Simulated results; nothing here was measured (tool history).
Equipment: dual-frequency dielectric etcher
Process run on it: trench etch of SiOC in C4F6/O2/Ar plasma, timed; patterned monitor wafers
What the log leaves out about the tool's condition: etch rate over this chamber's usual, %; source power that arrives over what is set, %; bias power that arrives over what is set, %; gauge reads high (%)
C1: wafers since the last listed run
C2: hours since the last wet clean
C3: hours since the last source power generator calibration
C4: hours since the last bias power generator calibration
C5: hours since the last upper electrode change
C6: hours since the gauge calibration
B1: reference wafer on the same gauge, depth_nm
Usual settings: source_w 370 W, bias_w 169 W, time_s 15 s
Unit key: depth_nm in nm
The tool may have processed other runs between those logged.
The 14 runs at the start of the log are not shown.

{"run": 15, "hour": 456.7, "source_w": 390, "bias_w": 134, "time_s": 15, "C1": 226, "C2": 70.8, "C3": 222.7, "C4": 283.4, "C5": 90.2, "C6": 355.5, "B1": 27.6, "depth_nm": 28.17}
{"run": 16, "hour": 494.5, "source_w": 370, "bias_w": 143, "time_s": 15, "C1": 305, "C2": 108.6, "C3": 260.5, "C4": 321.2, "C5": 128, "C6": 393.3, "B1": 27.61, "depth_nm": 28.5}
{"run": 17, "hour": 516.1, "source_w": 370, "bias_w": 143, "time_s": 15, "C1": 174, "C2": 130.2, "C3": 282.1, "C4": 342.8, "C5": 149.6, "C6": 414.9, "B1": 27.61, "depth_nm": 28.43}
{"run": 18, "hour": 540.9, "source_w": 370, "bias_w": 169, "time_s": 15, "C1": 200, "C2": 155, "C3": 306.9, "C4": 367.6, "C5": 174.4, "C6": 439.7, "B1": 27.6, "depth_nm": 30.21}
{"run": 19, "hour": 565.7, "source_w": 300, "bias_w": 169, "time_s": 19, "C1": 200, "C2": 179.8, "C3": 331.7, "C4": 392.4, "C5": 199.2, "C6": 464.5, "B1": 27.6, "depth_nm": 36.68}
{"run": 20, "hour": 593.5, "source_w": 370, "bias_w": 169, "time_s": 15, "C1": 224, "C2": 207.6, "C3": 359.5, "C4": 420.2, "C5": 227, "C6": 492.3, "B1": 27.61, "depth_nm": 30.11}
{"run": 21, "hour": 613.0, "source_w": 370, "bias_w": 169, "time_s": 15, "C1": 157, "C2": 227.1, "C3": 379, "C4": 439.7, "C5": 246.5, "C6": 511.8, "B1": 27.6, "depth_nm": 30.19}
{"run": 22, "hour": 630.5, "source_w": 410, "bias_w": 169, "time_s": 16.5, "C1": 141, "C2": 244.6, "C3": 396.5, "C4": 457.2, "C5": 264, "C6": 529.3, "B1": 27.6, "depth_nm": 33.95}
{"run": 23, "hour": 663.3, "source_w": 330, "bias_w": 138, "time_s": 15, "C1": 265, "C2": 277.4, "C3": 429.3, "C4": 490, "C5": 296.8, "C6": 562.1, "B1": 27.61, "depth_nm": 27.28}
{"run": 24, "hour": 692.9, "source_w": 370, "bias_w": 202, "time_s": 13, "C1": 239, "C2": 307, "C3": 458.9, "C4": 519.6, "C5": 326.4, "C6": 591.7, "B1": 27.61, "depth_nm": 27.88}
{"run": 25, "hour": 708.1, "source_w": 390, "bias_w": 134, "time_s": 15, "C1": 122, "C2": 322.2, "C3": 474.1, "C4": 534.8, "C5": 341.6, "C6": 606.9, "B1": 27.59, "depth_nm": 28.02}
{"run": 26, "hour": 720.3, "source_w": 340, "bias_w": 204, "time_s": 17.5, "C1": 98, "C2": 334.4, "C3": 486.3, "C4": 547, "C5": 353.8, "C6": 619.1, "B1": 27.59, "depth_nm": 36.94}
{"run": 27, "hour": 742.3, "source_w": 370, "bias_w": 169, "time_s": 16.5, "C1": 177, "C2": 356.4, "C3": 508.3, "C4": 569, "C5": 375.8, "C6": 641.1, "B1": 27.6, "depth_nm": 33.06}
{"run": 28, "hour": 776.7, "source_w": 330, "bias_w": 190, "time_s": 18.5, "C1": 278, "C2": 390.8, "C3": 542.7, "C4": 603.4, "C5": 410.2, "C6": 675.5, "B1": 27.6, "depth_nm": 37.8}
{"run": 29, "hour": 798.3, "source_w": 370, "bias_w": 169, "time_s": 15, "C1": 174, "C2": 412.4, "C3": 564.3, "C4": 625, "C5": 431.8, "C6": 697.1, "B1": 27.58, "depth_nm": 30.02}
{"run": 30, "hour": 833.4, "source_w": 370, "bias_w": 169, "time_s": 15, "C1": 283, "C2": 447.5, "C3": 599.4, "C4": 660.1, "C5": 466.9, "C6": 732.2, "B1": 27.61, "depth_nm": 30.06}
{"run": 31, "hour": 850.7, "source_w": 370, "bias_w": 169, "time_s": 15, "C1": 139, "C2": 464.8, "C3": 616.7, "C4": 677.4, "C5": 484.2, "C6": 749.5, "B1": 27.61, "depth_nm": 29.99}

3 ways to go on from here, each from the tool as it stands after run 31. What would each give?
{"run": "A", "hour": 851.1, "source_w": 370, "bias_w": 169, "time_s": 15, "C1": 3, "C2": 465.2, "C3": 617.1, "C4": 677.8, "C5": 484.6, "C6": 749.9, "B1": "?", "depth_nm": "?"}
{"run": "B", "hour": 851.1, "source_w": 310, "bias_w": 156, "time_s": 13.5, "C1": 3, "C2": 465.2, "C3": 617.1, "C4": 677.8, "C5": 484.6, "C6": 749.9, "B1": "?", "depth_nm": "?"}
{"run": "C", "hour": 851.1, "source_w": 300, "bias_w": 140, "time_s": 15, "C1": 3, "C2": 465.2, "C3": 617.1, "C4": 677.8, "C5": 484.6, "C6": 749.9, "B1": "?", "depth_nm": "?"}

run=A B1=27.61 depth_nm=30.04
run=B B1=27.61 depth_nm=25.35
run=C B1=27.61 depth_nm=26.92
Without the tool's unlogged condition, the same runs would have read:
run=A depth_nm=30.34
run=B depth_nm=25.59
run=C depth_nm=27.18
